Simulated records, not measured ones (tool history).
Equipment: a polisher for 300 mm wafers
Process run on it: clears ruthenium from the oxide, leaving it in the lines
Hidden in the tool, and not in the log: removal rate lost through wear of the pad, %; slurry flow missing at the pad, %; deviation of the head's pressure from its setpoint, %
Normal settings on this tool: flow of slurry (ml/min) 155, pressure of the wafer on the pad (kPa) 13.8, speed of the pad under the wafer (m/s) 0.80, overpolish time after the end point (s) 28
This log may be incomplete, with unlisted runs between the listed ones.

run,hour,flow of slurry (ml/min),pressure of the wafer on the pad (kPa),speed of the pad under the wafer (m/s),overpolish time after the end point (s),wafers since the last listed run,wafers polished on this pad,hours since the slurry nozzle was cleaned,hours since the head pressure was calibrated,"incoming thickness of the incoming film, nm",time until the end point was called (s)
1,0.0,155,13.8,0.80,28,0,3883,91.6,510.6,69.0,64.6
2,125.0,155,13.8,0.80,28,1050,4933,216.6,635.6,70.9,66.9
3,176.3,155,13.8,0.80,28,430,5364,267.9,686.9,71.1,68.0
# hour 218.5: worn pad replaced by a new one
4,251.6,155,13.8,0.80,38,598,278,343.2,762.2,69.0,64.9
# hour 280.2: head pressure recalibrated
5,355.8,155,13.8,0.80,38,858,1136,447.4,75.6,71.4,65.6
6,444.3,155,15.2,0.80,28,743,1880,535.9,164.1,70.9,61.2
7,527.3,155,15.2,0.80,28,697,2577,618.9,247.1,70.5,60.9
# hour 562.7: slurry nozzle cleaned
8,607.8,155,15.2,0.80,28,667,3245,45.1,327.6,69.1,59.2
9,709.5,185,13.8,0.80,28,854,4099,146.8,429.3,70.9,63.3
10,811.3,170,13.8,0.80,28,855,4954,248.6,531.1,69.7,64.8
11,865.1,155,13.8,0.80,28,451,5406,302.4,584.9,70.0,65.1
# hour 904.0: head pressure recalibrated
12,950.4,155,13.8,0.80,28,699,6106,387.7,46.4,70.0,65.1
# hour 1004.4: worn pad replaced by a new one
13,1028.7,155,13.8,0.80,28,624,204,466.0,124.7,70.2,64.1
14,1072.6,155,15.9,0.62,28,368,573,509.9,168.6,71.3,74.9
15,1176.4,155,13.8,0.80,28,872,1445,613.7,272.4,70.4,65.0
# hour 1185.9: slurry nozzle cleaned
16,1221.2,155,13.8,0.68,28,367,1813,35.3,317.2,70.0,76.4
17,1286.0,155,13.8,0.80,28,544,2357,100.1,382.0,69.5,62.3
18,1378.5,155,13.8,0.80,28,777,3134,192.6,474.5,69.7,65.2
19,1486.5,155,13.8,0.80,28,907,4042,300.6,582.5,70.4,64.3
# hour 1567.2: head pressure recalibrated
20,1580.6,155,17.2,1.00,23,773,4815,394.7,13.4,69.5,43.1
21,1632.8,110,13.8,0.72,37,438,5254,446.9,65.6,70.2,76.0
22,1709.8,130,10.3,0.80,17,646,5901,523.9,142.6,69.5,87.2
# hour 1747.2: worn pad replaced by a new one
23,1891.0,155,13.8,0.80,28,1488,1208,705.1,323.8,70.1,65.1
# hour 1897.2: slurry nozzle cleaned
24,1948.4,155,9.7,0.80,28,473,1682,51.2,381.2,69.8,87.0
25,2035.2,135,9.0,0.88,39,729,2411,138.0,468.0,69.5,84.9
26,2082.5,140,17.9,1.00,28,397,2808,185.3,515.3,70.0,41.9
27,2127.2,155,13.8,0.60,37,375,3184,230.0,560.0,70.8,87.8
28,2169.6,155,13.8,0.80,28,356,3540,272.4,602.4,69.0,62.3
# hour 2216.8: head pressure recalibrated
29,2258.1,155,13.8,0.80,28,726,4267,360.9,41.3,70.7,65.9
30,2339.1,180,16.5,0.70,28,680,4947,441.9,122.3,69.0,60.2
# hour 2396.8: worn pad replaced by a new one
31,2406.3,155,9.7,0.80,21,530,79,509.1,189.5,69.3,87.7
32,2464.1,155,17.9,0.80,28,485,565,566.9,247.3,69.4,51.5
33,2512.3,190,18.6,0.80,16,404,970,615.1,295.5,70.8,47.9
# hour 2540.2: slurry nozzle cleaned
34,2596.9,155,13.8,0.80,28,702,1672,56.7,380.1,70.2,65.3
35,2699.5,155,13.8,0.80,28,861,2534,159.3,482.7,69.6,61.9
36,2753.4,155,13.8,0.80,28,452,2987,213.2,536.6,69.7,64.1
37,2789.4,175,11.0,0.80,28,302,3289,249.2,572.6,69.4,73.8

Consider 4 possible next runs. They are alternatives, not a sequence: every one starts from the tool as it was left by run 37. What does each give?
A,2789.9,155,13.8,0.88,28,4,3293,249.7,573.1,70.7,?
B,2789.9,200,16.5,0.60,28,4,3293,249.7,573.1,70.7,?
C,2789.9,155,13.8,0.80,36,4,3293,249.7,573.1,70.7,?
D,2789.9,140,13.8,0.60,28,4,3293,249.7,573.1,70.7,?

run,time until the end point was called (s)
A,59.9
B,69.7
C,65.4
D,86.9
Take away the tool's hidden state, keep each run's random variation, and the runs would have read:
run,time until the end point was called (s)
A,59.9
B,69.7
C,65.4
D,86.9
